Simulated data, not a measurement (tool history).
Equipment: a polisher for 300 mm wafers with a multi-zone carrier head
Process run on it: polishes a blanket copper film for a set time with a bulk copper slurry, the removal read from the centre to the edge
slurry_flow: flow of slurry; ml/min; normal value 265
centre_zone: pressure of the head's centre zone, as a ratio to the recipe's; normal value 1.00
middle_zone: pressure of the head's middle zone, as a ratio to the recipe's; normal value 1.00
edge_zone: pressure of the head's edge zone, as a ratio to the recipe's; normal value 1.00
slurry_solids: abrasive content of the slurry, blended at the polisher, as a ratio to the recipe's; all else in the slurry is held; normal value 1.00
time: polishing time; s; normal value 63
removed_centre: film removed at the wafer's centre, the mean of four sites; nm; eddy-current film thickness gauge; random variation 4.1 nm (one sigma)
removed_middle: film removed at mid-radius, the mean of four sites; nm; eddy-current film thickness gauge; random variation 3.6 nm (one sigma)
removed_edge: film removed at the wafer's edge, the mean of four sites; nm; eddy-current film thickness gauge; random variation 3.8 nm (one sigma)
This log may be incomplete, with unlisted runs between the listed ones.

run,hour,slurry_flow,centre_zone,middle_zone,edge_zone,slurry_solids,time,wafers since the last listed run,wafers polished on this pad,hours since the slurry nozzle was cleaned,hours since the centre zone pressure was calibrated,hours since the edge zone pressure was calibrated,hours since the carrier head's membrane was replaced,"incoming thickness of the incoming film, nm",removed_centre,removed_middle,removed_edge
1,0.0,265,1.00,1.00,1.00,1.00,63,0,763,410.8,708.3,174.1,322.4,3278.7,516.2,519.0,518.3
2,59.5,265,1.00,1.00,1.00,1.00,63,793,1556,470.3,767.8,233.6,381.9,3303.7,511.2,511.4,513.1
# hour 81.6: worn pad replaced by a new one
3,127.6,265,1.00,1.00,1.00,1.00,63,854,613,538.4,835.9,301.7,450.0,3249.7,528.5,515.4,523.5
4,198.0,265,1.00,1.00,1.00,1.00,63,938,1551,608.8,906.3,372.1,520.4,3285.5,510.7,509.8,503.8
# hour 222.5: worn pad replaced by a new one
5,235.1,265,1.09,1.00,1.00,1.00,63,441,167,645.9,943.4,409.2,557.5,3312.9,574.5,523.9,524.3
6,278.0,265,1.00,0.91,1.00,1.00,79,571,739,688.8,986.3,452.1,600.4,3348.8,642.0,598.1,645.2
7,311.2,265,1.00,0.91,1.00,1.00,79,442,1181,722.0,1019.5,485.3,633.6,3306.2,637.0,596.4,643.5
# hour 326.9: centre zone pressure recalibrated
8,362.7,315,1.00,1.00,1.00,1.00,63,659,1841,773.5,35.8,536.8,685.1,3216.9,514.0,514.1,510.8
# hour 389.0: worn pad replaced by a new one
# hour 446.4: carrier head's membrane replaced by a new one
9,510.3,265,1.00,1.00,0.91,1.00,63,1847,1550,921.1,183.4,684.4,63.9,3245.0,515.7,508.7,491.3
# hour 524.7: slurry nozzle cleaned
# hour 529.2: edge zone pressure recalibrated
10,540.4,265,1.06,1.00,1.00,0.90,63,361,1911,15.7,213.5,11.2,94.0,3286.7,525.9,492.8,498.3
# hour 556.1: worn pad replaced by a new one
11,568.0,265,1.00,1.00,1.00,1.00,80,314,159,43.3,241.1,38.8,121.6,3276.4,663.2,669.8,665.9
12,614.8,265,1.00,1.00,1.05,1.25,42,623,782,90.1,287.9,85.6,168.4,3241.5,365.7,361.4,370.5
13,681.6,265,1.00,1.00,1.00,0.90,46,890,1673,156.9,354.7,152.4,235.2,3260.1,358.6,360.9,363.8
# hour 723.2: worn pad replaced by a new one
14,740.5,265,1.00,1.00,1.00,1.00,63,731,230,215.8,413.6,211.3,294.1,3289.4,527.5,517.0,519.5

What if the next run were any one of these 4? Each begins from the tool's condition after run 14:
A,740.9,265,1.00,1.04,1.00,1.00,63,5,236,216.2,414.0,211.7,294.5,3291.4,?,?,?
B,740.9,185,1.00,1.08,0.94,1.00,77,5,236,216.2,414.0,211.7,294.5,3291.4,?,?,?
C,740.9,265,1.00,1.00,1.00,1.00,44,5,236,216.2,414.0,211.7,294.5,3291.4,?,?,?
D,740.9,265,0.89,1.00,0.90,1.00,63,5,236,216.2,414.0,211.7,294.5,3291.4,?,?,?

run,removed_centre,removed_middle,removed_edge
A,526.7,532.6,523.1
B,606.2,636.8,595.9
C,367.8,359.8,365.5
D,468.2,515.6,498.1
With no hidden state in the tool, these same runs would have given:
run,removed_centre,removed_middle,removed_edge
A,533.7,539.7,530.0
B,614.2,645.2,603.8
C,372.6,364.6,370.4
D,474.4,522.4,504.7
